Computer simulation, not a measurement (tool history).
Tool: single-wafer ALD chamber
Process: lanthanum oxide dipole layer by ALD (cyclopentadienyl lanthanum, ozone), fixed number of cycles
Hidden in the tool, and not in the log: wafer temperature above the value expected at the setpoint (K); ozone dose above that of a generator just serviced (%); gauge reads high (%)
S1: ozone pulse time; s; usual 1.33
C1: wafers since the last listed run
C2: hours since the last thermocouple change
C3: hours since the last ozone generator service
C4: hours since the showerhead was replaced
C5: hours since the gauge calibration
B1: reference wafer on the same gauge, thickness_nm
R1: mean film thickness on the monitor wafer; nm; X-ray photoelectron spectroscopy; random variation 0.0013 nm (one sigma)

Run 1, hour 0.0: usual settings but S1 1.07 s; C1 0; C2 1015.5; C3 157.5; C4 2048.8; C5 1518.1; B1 0.586. Result: R1 0.491 nm.
Run 2, hour 29.0: usual settings but S1 1.01 s; C1 539; C2 1044.5; C3 186.5; C4 2077.8; C5 1547.1; B1 0.585. Result: R1 0.484 nm.
Run 3, hour 92.7: usual settings but S1 1.01 s; C1 1185; C2 1108.2; C3 250.2; C4 2141.5; C5 1610.8; B1 0.586. Result: R1 0.485 nm.
Run 4, hour 142.3: usual settings; C1 923; C2 1157.8; C3 299.8; C4 2191.1; C5 1660.4; B1 0.586. Result: R1 0.514 nm.
Run 5, hour 181.3: usual settings; C1 725; C2 1196.8; C3 338.8; C4 2230.1; C5 1699.4; B1 0.586. Result: R1 0.513 nm.
Run 6, hour 241.1: usual settings; C1 1113; C2 1256.6; C3 398.6; C4 2289.9; C5 1759.2; B1 0.586. Result: R1 0.513 nm.
Run 7, hour 277.9: usual settings but S1 1.50 s; C1 684; C2 1293.4; C3 435.4; C4 2326.7; C5 1796.0; B1 0.586. Result: R1 0.523 nm.
Run 8, hour 344.1: usual settings but S1 1.50 s; C1 1232; C2 1359.6; C3 501.6; C4 2392.9; C5 1862.2; B1 0.585. Result: R1 0.521 nm.
Run 9, hour 397.9: usual settings but S1 1.61 s; C1 1001; C2 1413.4; C3 555.4; C4 2446.7; C5 1916.0; B1 0.586. Result: R1 0.527 nm.
Run 10, hour 442.5: usual settings but S1 1.61 s; C1 830; C2 1458.0; C3 600.0; C4 2491.3; C5 1960.6; B1 0.586. Result: R1 0.527 nm.
Run 11, hour 484.4: usual settings but S1 1.61 s; C1 779; C2 1499.9; C3 641.9; C4 2533.2; C5 2002.5; B1 0.586. Result: R1 0.524 nm.
Run 12, hour 537.7: usual settings but S1 1.02 s; C1 992; C2 1553.2; C3 695.2; C4 2586.5; C5 2055.8; B1 0.586. Result: R1 0.477 nm.
Run 13, hour 578.3: usual settings; C1 755; C2 1593.8; C3 735.8; C4 2627.1; C5 2096.4; B1 0.586. Result: R1 0.508 nm.
Run 14, hour 624.5: usual settings but S1 1.03 s; C1 859; C2 1640.0; C3 782.0; C4 2673.3; C5 2142.6; B1 0.586. Result: R1 0.476 nm.
Run 15, hour 655.9: usual settings; C1 584; C2 1671.4; C3 813.4; C4 2704.7; C5 2174.0; B1 0.586. Result: R1 0.505 nm.
Run 16, hour 706.0: usual settings but S1 1.12 s; C1 932; C2 1721.5; C3 863.5; C4 2754.8; C5 2224.1; B1 0.586. Result: R1 0.484 nm.
Run 17, hour 732.5: usual settings but S1 0.96 s; C1 493; C2 1748.0; C3 890.0; C4 2781.3; C5 2250.6; B1 0.586. Result: R1 0.463 nm.
Run 18, hour 769.2: usual settings; C1 683; C2 1784.7; C3 926.7; C4 2818.0; C5 2287.3; B1 0.586. Result: R1 0.501 nm.
Run 19, hour 811.2: usual settings; C1 781; C2 1826.7; C3 968.7; C4 2860.0; C5 2329.3; B1 0.586. Result: R1 0.498 nm.
At hour 850.8: ozone generator serviced.
Run 20, hour 868.8: usual settings but S1 1.05 s; C1 923; C2 1884.3; C3 18.0; C4 2917.6; C5 2386.9; B1 0.586. Result: R1 0.490 nm.
Run 21, hour 894.7: usual settings but S1 1.49 s; C1 482; C2 1910.2; C3 43.9; C4 2943.5; C5 2412.8; B1 0.586. Result: R1 0.525 nm.
Run 22, hour 920.3: usual settings but S1 1.81 s; C1 476; C2 1935.8; C3 69.5; C4 2969.1; C5 2438.4; B1 0.586. Result: R1 0.539 nm.
At hour 931.0: showerhead replaced.
Run 23, hour 955.1: usual settings; C1 498; C2 1970.6; C3 104.3; C4 24.1; C5 2473.2; B1 0.586. Result: R1 0.515 nm.
Run 24, hour 1024.0: usual settings but S1 1.66 s; C1 1282; C2 2039.5; C3 173.2; C4 93.0; C5 2542.1; B1 0.585. Result: R1 0.531 nm.
Run 25, hour 1072.6: usual settings; C1 904; C2 2088.1; C3 221.8; C4 141.6; C5 2590.7; B1 0.586. Result: R1 0.517 nm.
At hour 1123.5: gauge calibrated.
Run 26, hour 1130.8: usual settings but S1 1.52 s; C1 1083; C2 2146.3; C3 280.0; C4 199.8; C5 7.3; B1 0.586. Result: R1 0.526 nm.
At hour 1173.8: thermocouple changed; heater temperature recalibrated.
Run 27, hour 1174.3: usual settings but S1 0.80 s; C1 660; C2 0.5; C3 323.5; C4 243.3; C5 50.8; B1 0.586. Result: R1 0.453 nm.
Run 28, hour 1222.4: usual settings but S1 1.69 s; C1 895; C2 48.6; C3 371.6; C4 291.4; C5 98.9; B1 0.586. Result: R1 0.530 nm.
Run 29, hour 1282.8: usual settings but S1 0.85 s; C1 1124; C2 109.0; C3 432.0; C4 351.8; C5 159.3; B1 0.586. Result: R1 0.460 nm.
Run 30, hour 1441.1: usual settings but S1 1.54 s; C1 2946; C2 267.3; C3 590.3; C4 510.1; C5 317.6; B1 0.586. Result: R1 0.523 nm.
Run 31, hour 1490.3: usual settings; C1 915; C2 316.5; C3 639.5; C4 559.3; C5 366.8; B1 0.587. Result: R1 0.511 nm.
Run 32, hour 1529.0: usual settings but S1 1.64 s; C1 720; C2 355.2; C3 678.2; C4 598.0; C5 405.5; B1 0.586. Result: R1 0.528 nm.
Run 33, hour 1559.0: usual settings but S1 1.83 s; C1 558; C2 385.2; C3 708.2; C4 628.0; C5 435.5; B1 0.586. Result: R1 0.533 nm.
Run 34, hour 1605.6: usual settings; C1 867; C2 431.8; C3 754.8; C4 674.6; C5 482.1; B1 0.587. Result: R1 0.505 nm.
Run 35, hour 1662.2: usual settings; C1 1053; C2 488.4; C3 811.4; C4 731.2; C5 538.7; B1 0.586. Result: R1 0.504 nm.

Forecast each of these 3 alternatives for the next run:
Run A, hour 1662.6: usual settings but S1 1.77 s; C1 7; C2 488.8; C3 811.8; C4 731.6; C5 539.1; B1 ?. Result: R1 ?.
Run B, hour 1662.6: usual settings but S1 1.72 s; C1 7; C2 488.8; C3 811.8; C4 731.6; C5 539.1; B1 ?. Result: R1 ?.
Run C, hour 1662.6: usual settings but S1 1.55 s; C1 7; C2 488.8; C3 811.8; C4 731.6; C5 539.1; B1 ?. Result: R1 ?.

run     B1     R1
  A  0.586  0.532
  B  0.586  0.530
  C  0.586  0.521
Without the tool's hidden state the same runs would have given:
run     R1
  A  0.538
  B  0.537
  C  0.530
